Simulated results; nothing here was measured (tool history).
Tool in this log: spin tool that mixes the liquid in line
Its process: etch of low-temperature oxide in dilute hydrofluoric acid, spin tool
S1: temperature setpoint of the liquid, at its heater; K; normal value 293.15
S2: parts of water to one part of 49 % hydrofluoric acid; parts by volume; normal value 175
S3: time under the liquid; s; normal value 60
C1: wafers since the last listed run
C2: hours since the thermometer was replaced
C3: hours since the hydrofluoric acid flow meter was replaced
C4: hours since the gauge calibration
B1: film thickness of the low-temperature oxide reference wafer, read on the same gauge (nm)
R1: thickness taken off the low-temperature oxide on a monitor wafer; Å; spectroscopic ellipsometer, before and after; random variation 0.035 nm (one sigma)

run 1 hour=0 | S1=293.15 S2=175 S3=60 | C1=0 C2=911.8 C3=1447.2 C4=1147 | B1=100.01 | R1=82.1
run 2 hour=94.2 | S1=293.15 S2=175 S3=60 | C1=1145 C2=1006 C3=1541.4 C4=1241.2 | B1=100.01 | R1=82.8
run 3 hour=178.3 | S1=293.15 S2=175 S3=60 | C1=1022 C2=1090.1 C3=1625.5 C4=1325.3 | B1=100.01 | R1=83.1
-- hour=208.9 thermometer replaced
run 4 hour=220.8 | S1=293.15 S2=175 S3=60 | C1=504 C2=11.9 C3=1668 C4=1367.8 | B1=100.02 | R1=83.3
run 5 hour=303 | S1=290.15 S2=175 S3=60 | C1=999 C2=94.1 C3=1750.2 C4=1450 | B1=99.98 | R1=73.5
run 6 hour=346.9 | S1=290.15 S2=175 S3=60 | C1=533 C2=138 C3=1794.1 C4=1493.9 | B1=100 | R1=73.9
run 7 hour=435.9 | S1=293.15 S2=175 S3=50 | C1=1082 C2=227 C3=1883.1 C4=1582.9 | B1=99.99 | R1=69.6
run 8 hour=498.3 | S1=293.15 S2=175 S3=50 | C1=758 C2=289.4 C3=1945.5 C4=1645.3 | B1=99.99 | R1=69.1
run 9 hour=583.7 | S1=293.15 S2=175 S3=60 | C1=1038 C2=374.8 C3=2030.9 C4=1730.7 | B1=100 | R1=83.9
run 10 hour=628.6 | S1=293.15 S2=175 S3=60 | C1=546 C2=419.7 C3=2075.8 C4=1775.6 | B1=99.99 | R1=84.2
-- hour=654.8 hydrofluoric acid flow meter replaced
run 11 hour=681.9 | S1=291.65 S2=175 S3=60 | C1=636 C2=473 C3=27.1 C4=1828.9 | B1=100 | R1=74.8
run 12 hour=765 | S1=293.15 S2=210 S3=40 | C1=1010 C2=556.1 C3=110.2 C4=1912 | B1=100 | R1=42.5
run 13 hour=847.4 | S1=293.15 S2=175 S3=60 | C1=1002 C2=638.5 C3=192.6 C4=1994.4 | B1=100 | R1=79.5
run 14 hour=945.9 | S1=293.15 S2=175 S3=60 | C1=1197 C2=737 C3=291.1 C4=2092.9 | B1=100 | R1=79.9
-- hour=967.5 gauge calibrated
run 15 hour=1088.7 | S1=296.65 S2=175 S3=35 | C1=1736 C2=879.8 C3=433.9 C4=121.2 | B1=99.99 | R1=53.6
run 16 hour=1177.6 | S1=290.15 S2=175 S3=35 | C1=1081 C2=968.7 C3=522.8 C4=210.1 | B1=99.96 | R1=41.3
-- hour=1221.9 thermometer replaced
run 17 hour=1281.9 | S1=295.15 S2=215 S3=25 | C1=1256 C2=60 C3=627.1 C4=314.4 | B1=100.01 | R1=28.2
run 18 hour=1332.7 | S1=290.15 S2=175 S3=80 | C1=617 C2=110.8 C3=677.9 C4=365.2 | B1=100 | R1=95.2
run 19 hour=1418.6 | S1=297.65 S2=225 S3=25 | C1=1044 C2=196.7 C3=763.8 C4=451.1 | B1=99.99 | R1=29.5
run 20 hour=1494.4 | S1=293.15 S2=115 S3=95 | C1=921 C2=272.5 C3=839.6 C4=526.9 | B1=100 | R1=207.6
run 21 hour=1578.3 | S1=296.15 S2=100 S3=30 | C1=1020 C2=356.4 C3=923.5 C4=610.8 | B1=100 | R1=86.4
run 22 hour=1648.1 | S1=290.15 S2=250 S3=60 | C1=848 C2=426.2 C3=993.3 C4=680.6 | B1=100.01 | R1=47.4

How would selected steps in R1 from run to run divide? Give the signed amount a tool lacking its hidden state would still show from settings, what came in and random variation, and the signed amount left for the hidden state, including any gauge scatter that is not in both of the compared results.
Unlogged tool condition in this case: liquid hotter than its thermometer reads (K); hydrofluoric acid flow above the setpoint (%); gauge reads high (%).
Run 10 -> 11: S1 293.15 -> 291.65, hydrofluoric acid flow meter replaced. R1 -9.4 Å: hidden state -5, all else -4.4.
Run 19 -> 20: S1 297.65 -> 293.15, S2 225 -> 115, S3 25 -> 95. R1 +178.1 Å: hidden state +4.9, all else +173.2.
Run 20 -> 21: S1 293.15 -> 296.15, S2 115 -> 100, S3 95 -> 30. R1 -121.2 Å: hidden state -3.2, all else -118.
